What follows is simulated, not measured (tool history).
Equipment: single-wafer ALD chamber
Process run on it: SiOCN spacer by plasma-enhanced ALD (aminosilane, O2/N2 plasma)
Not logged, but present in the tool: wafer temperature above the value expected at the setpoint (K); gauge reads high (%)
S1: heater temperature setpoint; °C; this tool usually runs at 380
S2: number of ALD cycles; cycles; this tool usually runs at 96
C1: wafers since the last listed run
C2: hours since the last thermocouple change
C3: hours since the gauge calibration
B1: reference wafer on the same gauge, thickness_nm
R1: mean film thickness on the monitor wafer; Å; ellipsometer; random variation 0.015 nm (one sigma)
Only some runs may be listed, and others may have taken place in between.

Run 1, hour 0.0: usual settings; C1 0; C2 1804.8; C3 783.1; B1 5.269. Result: R1 59.14 Å.
Run 2, hour 58.6: usual settings; C1 179; C2 1863.4; C3 841.7; B1 5.272. Result: R1 59.10 Å.
Run 3, hour 103.8: usual settings; C1 138; C2 1908.6; C3 886.9; B1 5.268. Result: R1 58.77 Å.
Run 4, hour 155.0: usual settings but S2 89 cycles; C1 156; C2 1959.8; C3 938.1; B1 5.267. Result: R1 54.51 Å.
Run 5, hour 222.4: usual settings; C1 206; C2 2027.2; C3 1005.5; B1 5.268. Result: R1 59.10 Å.
Run 6, hour 280.6: usual settings; C1 177; C2 2085.4; C3 1063.7; B1 5.272. Result: R1 58.59 Å.
Run 7, hour 351.4: usual settings; C1 216; C2 2156.2; C3 1134.5; B1 5.269. Result: R1 58.78 Å.
Run 8, hour 405.9: usual settings; C1 166; C2 2210.7; C3 1189.0; B1 5.272. Result: R1 58.78 Å.
Run 9, hour 443.7: usual settings; C1 115; C2 2248.5; C3 1226.8; B1 5.271. Result: R1 58.76 Å.
Run 10, hour 509.7: usual settings but S1 372 °C; C1 201; C2 2314.5; C3 1292.8; B1 5.272. Result: R1 58.84 Å.
Run 11, hour 571.9: usual settings but S1 372 °C; C1 190; C2 2376.7; C3 1355.0; B1 5.272. Result: R1 58.96 Å.
Run 12, hour 624.5: usual settings but S1 372 °C; C1 160; C2 2429.3; C3 1407.6; B1 5.272. Result: R1 58.96 Å.
Run 13, hour 680.5: usual settings but S2 104 cycles; C1 171; C2 2485.3; C3 1463.6; B1 5.267. Result: R1 63.44 Å.
At hour 689.9: thermocouple changed; heater temperature recalibrated.
Run 14, hour 724.5: usual settings but S2 104 cycles; C1 110; C2 34.6; C3 1507.6; B1 5.269. Result: R1 63.82 Å.
Run 15, hour 770.3: usual settings but S2 104 cycles; C1 140; C2 80.4; C3 1553.4; B1 5.271. Result: R1 63.80 Å.
Run 16, hour 842.0: usual settings; C1 219; C2 152.1; C3 1625.1; B1 5.269. Result: R1 58.71 Å.
Run 17, hour 885.5: usual settings; C1 133; C2 195.6; C3 1668.6; B1 5.269. Result: R1 58.76 Å.
Run 18, hour 943.4: usual settings; C1 177; C2 253.5; C3 1726.5; B1 5.269. Result: R1 58.84 Å.
Run 19, hour 969.3: usual settings but S1 376 °C; C1 79; C2 279.4; C3 1752.4; B1 5.272. Result: R1 58.64 Å.
Run 20, hour 1015.9: usual settings but S1 376 °C; C1 142; C2 326.0; C3 1799.0; B1 5.269. Result: R1 58.78 Å.
Run 21, hour 1073.7: usual settings; C1 176; C2 383.8; C3 1856.8; B1 5.269. Result: R1 59.03 Å.
Run 22, hour 1109.4: usual settings; C1 109; C2 419.5; C3 1892.5; B1 5.271. Result: R1 58.80 Å.
Run 23, hour 1137.1: usual settings but S1 385 °C, S2 77 cycles; C1 84; C2 447.2; C3 1920.2; B1 5.269. Result: R1 47.15 Å.
Run 24, hour 1193.8: usual settings but S1 390 °C, S2 87 cycles; C1 173; C2 503.9; C3 1976.9; B1 5.269. Result: R1 53.32 Å.
Run 25, hour 1222.8: usual settings but S1 366 °C, S2 105 cycles; C1 88; C2 532.9; C3 2005.9; B1 5.269. Result: R1 64.28 Å.
Run 26, hour 1287.9: usual settings; C1 199; C2 598.0; C3 2071.0; B1 5.271. Result: R1 58.97 Å.
Run 27, hour 1338.7: usual settings but S2 83 cycles; C1 155; C2 648.8; C3 2121.8; B1 5.269. Result: R1 50.73 Å.
Run 28, hour 1396.4: usual settings but S1 367 °C, S2 110 cycles; C1 176; C2 706.5; C3 2179.5; B1 5.272. Result: R1 67.34 Å.
Run 29, hour 1451.6: usual settings but S1 389 °C, S2 90 cycles; C1 168; C2 761.7; C3 2234.7; B1 5.272. Result: R1 55.34 Å.
Run 30, hour 1512.7: usual settings; C1 186; C2 822.8; C3 2295.8; B1 5.271. Result: R1 59.14 Å.
Run 31, hour 1561.3: usual settings but S1 370 °C, S2 109 cycles; C1 148; C2 871.4; C3 2344.4; B1 5.272. Result: R1 66.82 Å.
Run 32, hour 1596.4: usual settings; C1 107; C2 906.5; C3 2379.5; B1 5.270. Result: R1 58.85 Å.
At hour 1610.3: gauge calibrated.
Run 33, hour 1640.8: usual settings but S1 372 °C, S2 105 cycles; C1 135; C2 950.9; C3 30.5; B1 5.268. Result: R1 64.11 Å.
Run 34, hour 1674.2: usual settings but S1 371 °C, S2 79 cycles; C1 102; C2 984.3; C3 63.9; B1 5.269. Result: R1 48.50 Å.
Run 35, hour 1730.8: usual settings but S2 79 cycles; C1 173; C2 1040.9; C3 120.5; B1 5.270. Result: R1 48.24 Å.
Run 36, hour 1789.7: usual settings but S1 367 °C, S2 101 cycles; C1 180; C2 1099.8; C3 179.4; B1 5.270. Result: R1 61.94 Å.
Run 37, hour 1822.8: usual settings but S1 390 °C, S2 79 cycles; C1 101; C2 1132.9; C3 212.5; B1 5.271. Result: R1 48.29 Å.
Run 38, hour 1979.8: usual settings but S1 366 °C, S2 81 cycles; C1 480; C2 1289.9; C3 369.5; B1 5.272. Result: R1 49.61 Å.
Run 39, hour 2011.4: usual settings but S1 392 °C; C1 96; C2 1321.5; C3 401.1; B1 5.272. Result: R1 58.77 Å.
Run 40, hour 2043.6: usual settings but S2 109 cycles; C1 98; C2 1353.7; C3 433.3; B1 5.270. Result: R1 66.82 Å.
Run 41, hour 2084.0: usual settings but S1 373 °C, S2 79 cycles; C1 123; C2 1394.1; C3 473.7; B1 5.270. Result: R1 48.36 Å.
Run 42, hour 2133.5: usual settings but S1 366 °C, S2 83 cycles; C1 151; C2 1443.6; C3 523.2; B1 5.270. Result: R1 50.62 Å.
Run 43, hour 2158.6: usual settings; C1 76; C2 1468.7; C3 548.3; B1 5.271. Result: R1 58.94 Å.
Run 44, hour 2198.9: usual settings but S1 365 °C; C1 123; C2 1509.0; C3 588.6; B1 5.271. Result: R1 59.06 Å.
Run 45, hour 2238.3: usual settings; C1 120; C2 1548.4; C3 628.0; B1 5.271. Result: R1 58.78 Å.
Run 46, hour 2289.0: usual settings but S2 111 cycles; C1 155; C2 1599.1; C3 678.7; B1 5.271. Result: R1 67.95 Å.
Run 47, hour 2354.2: usual settings but S1 373 °C, S2 102 cycles; C1 199; C2 1664.3; C3 743.9; B1 5.270. Result: R1 62.63 Å.

The tool's hidden state at each run:
wafer temperature above the value expected at the setpoint (K): 0 across all the runs
gauge reads high (%): 0 across all the runs
